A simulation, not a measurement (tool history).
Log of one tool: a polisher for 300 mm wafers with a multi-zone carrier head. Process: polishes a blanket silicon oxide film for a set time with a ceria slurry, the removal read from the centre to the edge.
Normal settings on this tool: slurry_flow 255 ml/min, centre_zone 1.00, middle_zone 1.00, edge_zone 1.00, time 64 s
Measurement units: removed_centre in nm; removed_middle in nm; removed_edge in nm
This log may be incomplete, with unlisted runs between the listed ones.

| run | hour | slurry_flow | centre_zone | middle_zone | edge_zone | time | wafers since the last listed run | wafers polished on this pad | hours since the slurry nozzle was cleaned | hours since the centre zone pressure was calibrated | hours since the edge zone pressure was calibrated | hours since the carrier head's membrane was replaced | incoming thickness of the incoming film, nm | removed_centre | removed_middle | removed_edge |
|---|---|---|---|---|---|---|---|---|---|---|---|---|---|---|---|---|
| 1 | 0.0 | 255 | 1.00 | 1.00 | 1.00 | 64 | 0 | 272 | 400.2 | 354.5 | 559.3 | 33.3 | 1556.7 | 339.9 | 347.7 | 359.3 |
| 2 | 9.9 | 255 | 1.00 | 1.00 | 1.00 | 64 | 147 | 419 | 410.1 | 364.4 | 569.2 | 43.2 | 1564.0 | 339.2 | 356.4 | 362.2 |
| 3 | 26.7 | 255 | 1.00 | 1.07 | 1.00 | 64 | 249 | 669 | 426.9 | 381.2 | 586.0 | 60.0 | 1574.2 | 331.7 | 376.4 | 350.5 |
|  | 33.5 | slurry nozzle cleaned |
| 4 | 41.7 | 255 | 1.00 | 1.00 | 1.00 | 64 | 208 | 878 | 8.2 | 396.2 | 601.0 | 75.0 | 1578.9 | 369.6 | 373.2 | 378.5 |
| 5 | 48.6 | 215 | 1.00 | 1.00 | 1.00 | 64 | 102 | 980 | 15.1 | 403.1 | 607.9 | 81.9 | 1555.0 | 354.0 | 368.3 | 374.4 |
| 6 | 55.3 | 255 | 1.05 | 1.00 | 1.07 | 64 | 99 | 1080 | 21.8 | 409.8 | 614.6 | 88.6 | 1531.1 | 376.5 | 380.9 | 376.6 |
|  | 60.0 | worn pad replaced by a new one |
| 7 | 61.6 | 255 | 1.00 | 1.00 | 1.00 | 64 | 34 | 23 | 28.1 | 416.1 | 620.9 | 94.9 | 1556.9 | 363.5 | 371.6 | 371.2 |
|  | 64.5 | centre zone pressure recalibrated |
| 8 | 73.7 | 255 | 0.97 | 0.89 | 1.00 | 64 | 150 | 173 | 40.2 | 9.2 | 633.0 | 107.0 | 1546.9 | 344.1 | 339.0 | 373.7 |
| 9 | 89.5 | 170 | 1.00 | 1.00 | 1.00 | 58 | 235 | 408 | 56.0 | 25.0 | 648.8 | 122.8 | 1557.6 | 313.7 | 319.1 | 328.1 |
| 10 | 105.2 | 255 | 1.00 | 1.00 | 1.00 | 64 | 233 | 642 | 71.7 | 40.7 | 664.5 | 138.5 | 1559.3 | 358.2 | 373.0 | 364.7 |
| 11 | 117.3 | 185 | 1.08 | 1.00 | 1.07 | 64 | 180 | 822 | 83.8 | 52.8 | 676.6 | 150.6 | 1563.8 | 371.5 | 354.2 | 371.6 |
| 12 | 123.6 | 255 | 1.00 | 1.00 | 1.00 | 64 | 93 | 915 | 90.1 | 59.1 | 682.9 | 156.9 | 1533.0 | 355.9 | 369.9 | 377.0 |
|  | 127.5 | edge zone pressure recalibrated |
| 13 | 132.0 | 255 | 1.00 | 1.00 | 1.00 | 64 | 95 | 1011 | 98.5 | 67.5 | 4.5 | 165.3 | 1527.4 | 363.3 | 362.5 | 367.5 |
|  | 144.7 | worn pad replaced by a new one |
| 14 | 145.2 | 330 | 1.00 | 1.03 | 1.00 | 64 | 136 | 7 | 111.7 | 80.7 | 17.7 | 178.5 | 1561.0 | 370.8 | 382.9 | 389.1 |
| 15 | 149.2 | 255 | 1.00 | 0.93 | 1.00 | 57 | 59 | 66 | 115.7 | 84.7 | 21.7 | 182.5 | 1532.6 | 320.7 | 316.2 | 334.3 |
| 16 | 155.2 | 280 | 1.00 | 1.00 | 0.95 | 64 | 89 | 155 | 121.7 | 90.7 | 27.7 | 188.5 | 1557.5 | 363.0 | 373.1 | 358.1 |
| 17 | 165.4 | 170 | 1.06 | 1.08 | 0.95 | 64 | 151 | 307 | 131.9 | 100.9 | 37.9 | 198.7 | 1561.5 | 359.3 | 366.8 | 348.2 |
| 18 | 171.9 | 255 | 0.89 | 1.00 | 1.00 | 84 | 96 | 404 | 138.4 | 107.4 | 44.4 | 205.2 | 1539.9 | 423.5 | 472.8 | 487.5 |
| 19 | 180.6 | 255 | 1.00 | 1.00 | 0.92 | 64 | 129 | 533 | 147.1 | 116.1 | 53.1 | 213.9 | 1572.0 | 355.0 | 361.8 | 346.4 |
| 20 | 189.0 | 255 | 1.11 | 1.00 | 1.00 | 43 | 124 | 658 | 155.5 | 124.5 | 61.5 | 222.3 | 1540.5 | 264.9 | 246.8 | 251.7 |

Run 21 has not been measured yet. What should we expect?
| 21 | 197.8 | 300 | 1.00 | 1.00 | 1.04 | 64 | 130 | 789 | 164.3 | 133.3 | 70.3 | 231.1 | 1541.4 | ? | ? | ? |

{"run 21": {"removed_centre": 361.8, "removed_middle": 372.1, "removed_edge": 385.1}}
Had the tool carried no hidden state, the very same run would have given removed_centre 368.3 nm, removed_middle 378.1 nm, removed_edge 389.8 nm.
